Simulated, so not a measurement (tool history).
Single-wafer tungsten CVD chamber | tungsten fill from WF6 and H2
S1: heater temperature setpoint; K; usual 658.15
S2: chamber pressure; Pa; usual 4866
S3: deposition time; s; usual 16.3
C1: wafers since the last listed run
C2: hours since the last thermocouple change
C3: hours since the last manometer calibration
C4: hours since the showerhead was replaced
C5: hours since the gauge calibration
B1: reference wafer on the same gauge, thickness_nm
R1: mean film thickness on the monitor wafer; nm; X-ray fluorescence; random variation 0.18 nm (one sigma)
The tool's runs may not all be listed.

run	hour	S1	S2	S3	C1	C2	C3	C4	C5	B1	R1
1	0.0	658.15	4866	16.3	0	1930.3	1490.5	5555.9	207.6	32.591	39.355
2	34.3	658.15	4866	16.3	684	1964.6	1524.8	5590.2	241.9	32.523	39.368
3	69.2	658.15	4866	16.3	696	1999.5	1559.7	5625.1	276.8	32.426	39.047
4	97.3	658.15	4866	16.3	560	2027.6	1587.8	5653.2	304.9	32.366	39.099
5	129.7	658.15	4866	16.3	646	2060.0	1620.2	5685.6	337.3	32.381	38.847
6	190.5	658.15	4866	16.3	1213	2120.8	1681.0	5746.4	398.1	32.344	38.938
7	242.5	658.15	4866	16.3	1037	2172.8	1733.0	5798.4	450.1	32.317	38.742
8	311.1	658.15	4866	16.3	1369	2241.4	1801.6	5867.0	518.7	32.159	38.796
9	365.3	658.15	4866	16.3	1081	2295.6	1855.8	5921.2	572.9	32.218	38.789
10	402.2	658.15	4866	14.2	736	2332.5	1892.7	5958.1	609.8	32.095	33.550
11	454.6	658.15	5533	17.1	1045	2384.9	1945.1	6010.5	662.2	32.083	42.306
12	510.7	658.15	4866	16.3	1119	2441.0	2001.2	6066.6	718.3	32.072	38.670

Run 13 comes next. What will it give?
13	551.0	671.15	5373	18.9	804	2481.3	2041.5	6106.9	758.6	?	?

B1: 32.007
R1: 59.842 nm
Without the tool's hidden state the same run would have given R1 61.841 nm.
